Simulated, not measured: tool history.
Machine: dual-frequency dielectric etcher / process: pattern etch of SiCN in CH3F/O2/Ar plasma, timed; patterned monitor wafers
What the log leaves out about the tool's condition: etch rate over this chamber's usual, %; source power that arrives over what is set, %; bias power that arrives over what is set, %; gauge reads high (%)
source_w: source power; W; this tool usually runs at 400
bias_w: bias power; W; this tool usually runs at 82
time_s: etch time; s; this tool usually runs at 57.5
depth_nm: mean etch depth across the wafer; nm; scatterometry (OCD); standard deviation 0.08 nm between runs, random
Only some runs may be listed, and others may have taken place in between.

| run | hour | source_w | bias_w | time_s | wafers since the last listed run | hours since the last wet clean | hours since the last source power generator calibration | hours since the last bias power generator calibration | hours since the last upper electrode change | hours since the gauge calibration | read-back reference wafer on the same gauge, depth_nm | depth_nm |
|---|---|---|---|---|---|---|---|---|---|---|---|---|
| 1 | 0 | 400 | 82 | 57.5 | 0 | 168.8 | 1339.4 | 2776.3 | 2894.4 | 1404.1 | 23.1 | 24.55 |
| 2 | 58.8 | 400 | 82 | 57.5 | 760 | 227.6 | 1398.2 | 2835.1 | 2953.2 | 1462.9 | 23.11 | 24.35 |
| 3 | 110.4 | 400 | 82 | 57.5 | 667 | 279.2 | 1449.8 | 2886.7 | 3004.8 | 1514.5 | 23.1 | 24.29 |
| 4 | 166.3 | 400 | 82 | 57.5 | 723 | 335.1 | 1505.7 | 2942.6 | 3060.7 | 1570.4 | 23.12 | 24.21 |
| 5 | 202.8 | 400 | 82 | 57.5 | 472 | 371.6 | 1542.2 | 2979.1 | 3097.2 | 1606.9 | 23.1 | 24.2 |
| 6 | 252.1 | 400 | 82 | 57.5 | 637 | 420.9 | 1591.5 | 3028.4 | 3146.5 | 1656.2 | 23.09 | 24.08 |
|  | 308.3 | wet clean of the chamber |
| 7 | 314.5 | 400 | 82 | 66.5 | 496 | 6.2 | 1653.9 | 3090.8 | 3208.9 | 1718.6 | 23.12 | 28.7 |
|  | 374.6 | source power generator calibrated |
| 8 | 379.6 | 400 | 82 | 57.5 | 790 | 71.3 | 5 | 3155.9 | 3274 | 1783.7 | 23.11 | 24.73 |
| 9 | 449.6 | 430 | 82 | 41.5 | 905 | 141.3 | 75 | 3225.9 | 3344 | 1853.7 | 23.09 | 18.33 |
| 10 | 490 | 400 | 82 | 57.5 | 522 | 181.7 | 115.4 | 3266.3 | 3384.4 | 1894.1 | 23.09 | 24.43 |
| 11 | 554.5 | 460 | 72 | 50.5 | 834 | 246.2 | 179.9 | 3330.8 | 3448.9 | 1958.6 | 23.1 | 21.82 |
| 12 | 585 | 400 | 82 | 50.5 | 394 | 276.7 | 210.4 | 3361.3 | 3479.4 | 1989.1 | 23.1 | 21.36 |
|  | 623.2 | bias power generator calibrated |
| 13 | 642.8 | 330 | 82 | 73 | 696 | 334.5 | 268.2 | 19.6 | 3537.2 | 2046.9 | 23.11 | 28.56 |
|  | 669.1 | gauge calibrated |
|  | 736.2 | wet clean of the chamber |
| 14 | 736.7 | 370 | 70 | 69.5 | 904 | 0.5 | 362.1 | 113.5 | 3631.1 | 67.6 | 23.1 | 27.69 |
| 15 | 763.1 | 400 | 82 | 57.5 | 341 | 26.9 | 388.5 | 139.9 | 3657.5 | 94 | 23.09 | 24.49 |
| 16 | 792.2 | 470 | 92 | 41.5 | 376 | 56 | 417.6 | 169 | 3686.6 | 123.1 | 23.1 | 19.56 |
| 17 | 849.3 | 370 | 100 | 41 | 738 | 113.1 | 474.7 | 226.1 | 3743.7 | 180.2 | 23.12 | 18.03 |
|  | 906.1 | upper electrode replaced |
| 18 | 906.6 | 400 | 77 | 57.5 | 430 | 170.4 | 532 | 283.4 | 0.5 | 237.5 | 23.09 | 23.98 |
| 19 | 931.9 | 400 | 65 | 52.5 | 327 | 195.7 | 557.3 | 308.7 | 25.8 | 262.8 | 23.09 | 20.89 |
| 20 | 956.4 | 320 | 82 | 51 | 316 | 220.2 | 581.8 | 333.2 | 50.3 | 287.3 | 23.11 | 19.76 |
| 21 | 1029.3 | 400 | 102 | 57.5 | 943 | 293.1 | 654.7 | 406.1 | 123.2 | 360.2 | 23.09 | 25.94 |
| 22 | 1091.3 | 470 | 92 | 41.5 | 802 | 355.1 | 716.7 | 468.1 | 185.2 | 422.2 | 23.09 | 19.19 |
| 23 | 1141.4 | 400 | 77 | 57.5 | 648 | 405.2 | 766.8 | 518.2 | 235.3 | 472.3 | 23.12 | 23.62 |
| 24 | 1180.5 | 400 | 82 | 57.5 | 505 | 444.3 | 805.9 | 557.3 | 274.4 | 511.4 | 23.1 | 24.06 |
|  | 1246 | wet clean of the chamber |
| 25 | 1246.5 | 400 | 82 | 42 | 543 | 0.5 | 871.9 | 623.3 | 340.4 | 577.4 | 23.11 | 18.03 |
| 26 | 1312.6 | 400 | 82 | 48 | 855 | 66.6 | 938 | 689.4 | 406.5 | 643.5 | 23.1 | 20.63 |
| 27 | 1354.9 | 350 | 72 | 53 | 547 | 108.9 | 980.3 | 731.7 | 448.8 | 685.8 | 23.11 | 20.75 |
| 28 | 1425.1 | 400 | 82 | 57.5 | 908 | 179.1 | 1050.5 | 801.9 | 519 | 756 | 23.12 | 24.57 |
| 29 | 1467.5 | 320 | 64 | 50 | 548 | 221.5 | 1092.9 | 844.3 | 561.4 | 798.4 | 23.11 | 18.26 |

Consider 5 possible next runs. They are alternatives, not a sequence: every one starts from the tool as it was left by run 29. What does each give?
| A | 1467.9 | 400 | 82 | 68 | 5 | 221.9 | 1093.3 | 844.7 | 561.8 | 798.8 | ? | ? |
| B | 1467.9 | 450 | 87 | 46.5 | 5 | 221.9 | 1093.3 | 844.7 | 561.8 | 798.8 | ? | ? |
| C | 1467.9 | 430 | 90 | 71.5 | 5 | 221.9 | 1093.3 | 844.7 | 561.8 | 798.8 | ? | ? |
| D | 1467.9 | 400 | 89 | 46 | 5 | 221.9 | 1093.3 | 844.7 | 561.8 | 798.8 | ? | ? |
| E | 1467.9 | 340 | 66 | 67.5 | 5 | 221.9 | 1093.3 | 844.7 | 561.8 | 798.8 | ? | ? |

| run | read-back reference wafer on the same gauge, depth_nm | depth_nm |
|---|---|---|
| A | 23.11 | 28.82 |
| B | 23.11 | 20.97 |
| C | 23.11 | 32.01 |
| D | 23.11 | 19.96 |
| E | 23.11 | 25.29 |
With no hidden state in the tool, these same runs would have given:
| run | depth_nm |
|---|---|
| A | 29.28 |
| B | 21.31 |
| C | 32.52 |
| D | 20.29 |
| E | 25.7 |
